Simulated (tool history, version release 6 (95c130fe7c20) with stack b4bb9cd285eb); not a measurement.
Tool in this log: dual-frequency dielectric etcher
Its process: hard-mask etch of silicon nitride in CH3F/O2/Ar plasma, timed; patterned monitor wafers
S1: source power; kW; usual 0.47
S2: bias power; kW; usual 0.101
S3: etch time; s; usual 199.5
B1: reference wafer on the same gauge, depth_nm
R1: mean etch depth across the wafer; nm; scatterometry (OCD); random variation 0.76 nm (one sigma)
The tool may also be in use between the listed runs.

run   hour    S1     S2     S3     B1     R1
  1      0  0.56  0.101  181.5    143    147
  2   31.8  0.56  0.101  181.5  142.8    149
  3     38  0.56  0.101  181.5  142.9  148.4
  4   50.6  0.47  0.101  199.5    143  147.3
  5     67  0.47  0.101  199.5  143.3  147.7
  6   78.2  0.47   0.11  199.5    143  152.3
  7   87.2   0.5  0.101  199.5    143  152.7
  8  103.2  0.47  0.112  199.5  143.1    152
  9  109.7  0.47  0.101  199.5  142.9  148.3
 10  125.4  0.47  0.101  199.5  143.1  148.2
       141  -- source power generator calibrated
 11  141.5  0.47  0.101  199.5  142.8  148.6
     171.3  -- wet clean of the chamber
 12  171.8  0.59  0.116    152    143  132.9
 13  172.2  0.35  0.101  168.5    143  103.9
     180.4  -- gauge calibrated
     214.5  -- upper electrode replaced
 14    215  0.47  0.124    180  143.1  142.7
       226  -- bias power generator calibrated
 15  226.5  0.54  0.112  199.5  143.2  165.5
 16  234.4  0.52  0.101  199.5  143.1  157.5
 17  250.3  0.47  0.101  199.5  142.9  148.9
 18  289.1  0.39  0.101  199.5  142.9  132.4
 19  297.8  0.47   0.08  199.5  142.9  137.5
 20    315  0.47  0.101    143    143  106.7
 21  321.5  0.47  0.101  199.5  143.1  148.4
 22  337.7  0.47   0.11  144.5  142.9  108.5

4 options for the next run, each taken on its own from the tool as it stands now. Forecast them:
  A  338.2  0.47  0.101  199.5   ?   ?
  B  338.2  0.58  0.119  254.5   ?   ?
  C  338.2  0.47  0.101    244   ?   ?
  D  338.2  0.47  0.114  237.5   ?   ?

run     B1     R1
  A  142.7  147.8
  B  142.7  221.7
  C  142.7  180.8
  D  142.7  182.5
Had the tool no hidden state, the same runs would have come out as:
run     R1
  A  147.8
  B  221.7
  C  180.8
  D  182.5
